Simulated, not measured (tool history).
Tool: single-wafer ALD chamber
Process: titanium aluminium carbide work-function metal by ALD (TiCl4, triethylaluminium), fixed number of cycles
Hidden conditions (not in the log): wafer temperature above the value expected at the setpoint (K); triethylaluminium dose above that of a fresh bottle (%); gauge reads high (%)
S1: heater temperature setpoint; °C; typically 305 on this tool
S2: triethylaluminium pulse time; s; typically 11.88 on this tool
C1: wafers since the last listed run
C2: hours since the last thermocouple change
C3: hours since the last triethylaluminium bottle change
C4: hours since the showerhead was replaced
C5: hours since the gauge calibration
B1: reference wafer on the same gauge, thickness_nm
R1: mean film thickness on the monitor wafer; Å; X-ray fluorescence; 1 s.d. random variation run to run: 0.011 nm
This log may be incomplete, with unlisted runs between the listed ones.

run    hour   S1     S2    C1      C2     C3      C4     C5     B1     R1
  1     0.0  305   8.40     0  1799.2  503.5  2810.5  102.5  2.233  19.05
  2    29.1  305   8.40   184  1828.3  532.6  2839.6  131.6  2.235  18.98
  3    59.7  305  11.88   194  1858.9  563.2  2870.2  162.2  2.229  19.87
  4   123.1  305  11.88   402  1922.3  626.6  2933.6  225.6  2.227  19.93
  5   185.3  305  11.88   394  1984.5  688.8  2995.8  287.8  2.229  19.78
  6   222.0  305  11.88   233  2021.2  725.5  3032.5  324.5  2.234  19.92
  7   350.7  305  11.88   817  2149.9  854.2  3161.2  453.2  2.229  19.49
  8   382.4  305  11.88   201  2181.6  885.9  3192.9  484.9  2.231  19.66
  9   440.9  313   9.50   371  2240.1  944.4  3251.4  543.4  2.233  18.87
 10   489.7  297  10.63   309  2288.9  993.2  3300.2  592.2  2.233  17.84
      524.0  -- triethylaluminium bottle replaced
      530.1  -- thermocouple changed; heater temperature recalibrated
 11   611.5  316  14.93   683    81.4   87.5  3422.0  714.0  2.227  21.62
 12   652.9  293  15.49   262   122.8  128.9  3463.4  755.4  2.233  19.54
 13   715.7  291   8.83   398   185.6  191.7  3526.2  818.2  2.228  18.46
 14   755.1  300  15.03   250   225.0  231.1  3565.6  857.6  2.229  20.00
 15   791.5  318   7.42   231   261.4  267.5  3602.0  894.0  2.230  20.37
      828.3  -- showerhead replaced
      854.1  -- gauge calibrated
 16  1002.5  305  10.57  1288   472.4  478.5   174.2  148.4  2.227  19.74
 17  1033.3  305  11.88   195   503.2  509.3   205.0  179.2  2.232  20.12
 18  1073.0  305  11.88   252   542.9  549.0   244.7  218.9  2.229  20.26

Forecast run 19:
 19  1107.8  313  13.22  220  577.7  583.8  279.5  253.7   ?   ?

{"run 19": {"B1": 2.231, "R1": 21.1}}
Were there no unlogged condition in the tool, this run, its random variation unchanged, would have produced R1 21.28 Å.
